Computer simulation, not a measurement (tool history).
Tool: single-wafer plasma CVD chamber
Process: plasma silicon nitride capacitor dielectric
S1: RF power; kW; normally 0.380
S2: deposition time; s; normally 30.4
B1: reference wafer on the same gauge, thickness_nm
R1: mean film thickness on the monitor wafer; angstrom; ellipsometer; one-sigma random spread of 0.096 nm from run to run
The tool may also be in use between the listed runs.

run,hour,S1,S2,B1,R1
1,0.0,0.435,30.4,36.183,417.26
2,23.8,0.435,30.4,36.223,418.81
3,39.7,0.435,30.4,36.158,419.96
# hour 41.2: gauge calibrated
4,68.4,0.400,30.4,36.188,412.24
5,95.3,0.400,30.4,36.177,411.81
6,129.1,0.440,25.7,36.184,354.98
7,145.3,0.380,30.4,36.229,406.86
8,179.8,0.380,30.4,36.256,407.27
9,194.9,0.380,30.4,36.157,408.01
10,215.7,0.380,30.4,36.218,405.10
11,247.6,0.440,30.4,36.214,417.37
12,271.6,0.380,30.4,36.186,404.72
13,328.4,0.380,30.4,36.232,405.85
14,362.1,0.380,30.4,36.208,404.94
15,453.3,0.380,30.4,36.195,404.01
16,502.7,0.380,30.4,36.215,403.30
17,528.4,0.380,30.4,36.191,405.90
18,551.5,0.380,30.4,36.180,402.21
19,567.8,0.380,30.4,36.202,404.01
20,597.7,0.380,34.0,36.181,452.61
# hour 609.7: showerhead replaced
21,628.6,0.320,32.0,36.213,409.23
22,651.6,0.330,27.0,36.259,348.12
# hour 666.1: gauge calibrated
23,675.5,0.440,33.3,36.203,456.06
24,701.5,0.310,28.3,36.194,360.72
25,715.5,0.445,33.5,36.161,460.12
26,740.0,0.330,30.4,36.163,390.52
27,758.1,0.380,30.4,36.202,402.98
28,773.4,0.355,28.4,36.179,370.57
29,796.3,0.380,30.4,36.194,403.31
30,832.0,0.450,34.4,36.165,474.62
# hour 856.9: RF generator calibrated
31,857.4,0.425,35.2,36.165,486.30
32,873.9,0.435,35.7,36.238,493.02
33,904.1,0.405,33.2,36.241,453.24
34,917.4,0.380,32.6,36.226,437.97
35,946.1,0.400,33.9,36.173,461.38
36,960.6,0.450,24.9,36.234,347.34
37,1021.0,0.360,30.4,36.216,404.02
38,1050.8,0.380,30.4,36.222,408.17
39,1068.2,0.345,30.4,36.164,400.91
40,1083.6,0.425,34.0,36.210,466.68
41,1109.4,0.380,30.4,36.180,408.24

Below are 3 alternative next runs, each starting from the tool's condition after run 41. Predict each:
A,1109.8,0.380,30.4,?,?
B,1109.8,0.350,36.1,?,?
C,1109.8,0.380,35.7,?,?

run,B1,R1
A,36.201,408.24
B,36.201,476.35
C,36.201,479.42
Without the tool's hidden state the same runs would have given:
run,R1
A,410.53
B,479.01
C,482.10
